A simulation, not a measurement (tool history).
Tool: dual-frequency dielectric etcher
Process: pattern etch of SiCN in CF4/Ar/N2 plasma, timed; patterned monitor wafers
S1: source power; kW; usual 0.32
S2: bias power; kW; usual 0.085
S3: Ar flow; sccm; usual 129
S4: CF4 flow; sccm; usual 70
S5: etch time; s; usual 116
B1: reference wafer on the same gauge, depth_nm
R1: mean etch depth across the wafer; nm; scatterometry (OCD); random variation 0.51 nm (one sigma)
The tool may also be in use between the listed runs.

| run | day | S1 | S2 | S3 | S4 | S5 | B1 | R1 |
|---|---|---|---|---|---|---|---|---|
| 1 | 0 | 0.32 | 0.085 | 129 | 70 | 116 | 65.6 | 79.5 |
| 2 | 1.967 | 0.38 | 0.085 | 111 | 70 | 106.5 | 65.6 | 85.4 |
| 3 | 3.883 | 0.24 | 0.071 | 138 | 70 | 102 | 65.6 | 53.3 |
| 4 | 5.358 | 0.32 | 0.065 | 108 | 70 | 116 | 65.7 | 75.1 |
| 5 | 8.129 | 0.26 | 0.085 | 142 | 58 | 116 | 65.7 | 65.9 |
| 6 | 10.612 | 0.36 | 0.085 | 129 | 70 | 116 | 65.6 | 87 |
|  | 10.879 | bias power generator calibrated |
|  | 11.7 | wet clean of the chamber |
| 7 | 11.854 | 0.32 | 0.085 | 101 | 70 | 125.5 | 65.6 | 89.5 |
| 8 | 13.017 | 0.34 | 0.085 | 129 | 70 | 116 | 65.6 | 83.1 |
| 9 | 14.746 | 0.26 | 0.085 | 143 | 70 | 116 | 65.6 | 68.9 |
|  | 18.158 | gauge calibrated |
|  | 19.121 | upper electrode replaced |
|  | 21.05 | Ar flow controller replaced |
| 10 | 21.3 | 0.36 | 0.065 | 119 | 70 | 128 | 65.6 | 87.8 |
| 11 | 29.775 | 0.29 | 0.085 | 129 | 70 | 140 | 65.6 | 90.9 |
|  | 32.067 | wet clean of the chamber |
| 12 | 32.225 | 0.32 | 0.085 | 129 | 70 | 147 | 65.5 | 101.6 |
| 13 | 34.729 | 0.28 | 0.085 | 117 | 70 | 116 | 65.7 | 75.1 |
| 14 | 37.038 | 0.32 | 0.085 | 100 | 83 | 116 | 65.7 | 86.8 |
| 15 | 39.154 | 0.37 | 0.085 | 154 | 70 | 116 | 65.7 | 86.7 |
| 16 | 40.421 | 0.32 | 0.085 | 129 | 70 | 116 | 65.6 | 79.9 |
| 17 | 42.346 | 0.32 | 0.085 | 129 | 70 | 116 | 65.6 | 79.5 |
| 18 | 45.142 | 0.32 | 0.085 | 129 | 58 | 130.5 | 65.6 | 85.4 |
| 19 | 47.054 | 0.32 | 0.085 | 129 | 70 | 116 | 65.7 | 79.5 |
| 20 | 49.483 | 0.26 | 0.085 | 100 | 70 | 116 | 65.5 | 71.9 |
|  | 51.883 | wet clean of the chamber |
| 21 | 51.904 | 0.32 | 0.095 | 129 | 70 | 116 | 65.6 | 83.3 |
| 22 | 52.808 | 0.32 | 0.078 | 129 | 65 | 116 | 65.6 | 77 |

The tool's hidden state at each run:
etch rate over this chamber's usual, %: 0 in every run
source power that arrives over what is set, %: 0 in every run
bias power that arrives over what is set, %: 0 in every run
Ar flow that arrives over what is set, %: 0 in every run
CF4 flow that arrives over what is set, %: 0 in every run
gauge reads high (%): 0 in every run
